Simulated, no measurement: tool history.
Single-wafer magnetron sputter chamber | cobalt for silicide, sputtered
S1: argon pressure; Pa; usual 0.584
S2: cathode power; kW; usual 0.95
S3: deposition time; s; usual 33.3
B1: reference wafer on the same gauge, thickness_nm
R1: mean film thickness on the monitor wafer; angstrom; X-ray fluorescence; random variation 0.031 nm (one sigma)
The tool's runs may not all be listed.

| run | hour | S1 | S2 | S3 | B1 | R1 |
|---|---|---|---|---|---|---|
| 1 | 0 | 0.584 | 1 | 33.3 | 14.003 | 160.95 |
| 2 | 13.5 | 0.584 | 1 | 33.3 | 13.997 | 160.78 |
| 3 | 22.5 | 0.584 | 1 | 33.3 | 13.987 | 160.44 |
| 4 | 34.6 | 0.584 | 0.95 | 33.3 | 14.008 | 152.52 |
| 5 | 41.6 | 0.584 | 0.95 | 33.3 | 14.004 | 152.52 |
| 6 | 51.3 | 0.584 | 0.95 | 33.3 | 13.991 | 152.32 |
| 7 | 63.4 | 0.522 | 0.8 | 33.3 | 14.002 | 130.21 |
| 8 | 70 | 0.522 | 0.8 | 33.3 | 13.999 | 130.73 |
| 9 | 81.4 | 0.584 | 0.95 | 30.8 | 13.992 | 141.85 |
| 10 | 91 | 0.584 | 0.95 | 30.8 | 13.993 | 141.36 |
|  | 106.1 | sputter target and shields replaced |
| 11 | 106.6 | 0.584 | 0.95 | 30.8 | 13.993 | 141.33 |
| 12 | 113.9 | 0.402 | 0.95 | 33.3 | 13.991 | 160.13 |
| 13 | 124.6 | 0.402 | 0.95 | 33.3 | 13.996 | 159.17 |
|  | 126.5 | gauge calibrated |
| 14 | 138.4 | 0.493 | 0.95 | 33.3 | 13.999 | 156.16 |
|  | 150.7 | capacitance manometer re-zeroed and calibrated |
| 15 | 151.2 | 0.493 | 0.95 | 33.3 | 14.002 | 156.44 |
| 16 | 152.9 | 0.493 | 0.95 | 33.3 | 14.003 | 155.95 |
| 17 | 169.1 | 0.584 | 0.95 | 33.3 | 13.994 | 152.64 |
| 18 | 178.7 | 0.523 | 1.15 | 33.3 | 14.003 | 187.53 |
| 19 | 215.2 | 0.584 | 0.95 | 33.3 | 13.996 | 152.52 |
| 20 | 228.9 | 0.468 | 0.9 | 36.2 | 13.998 | 161.53 |

Run 21 comes next. What will it give?
| 21 | 244 | 0.584 | 0.95 | 28.2 | ? | ? |

{"run 21": {"B1": 13.992, "R1": 129.57}}
Without the tool's hidden state the same run would have given R1 129.57 angstrom.
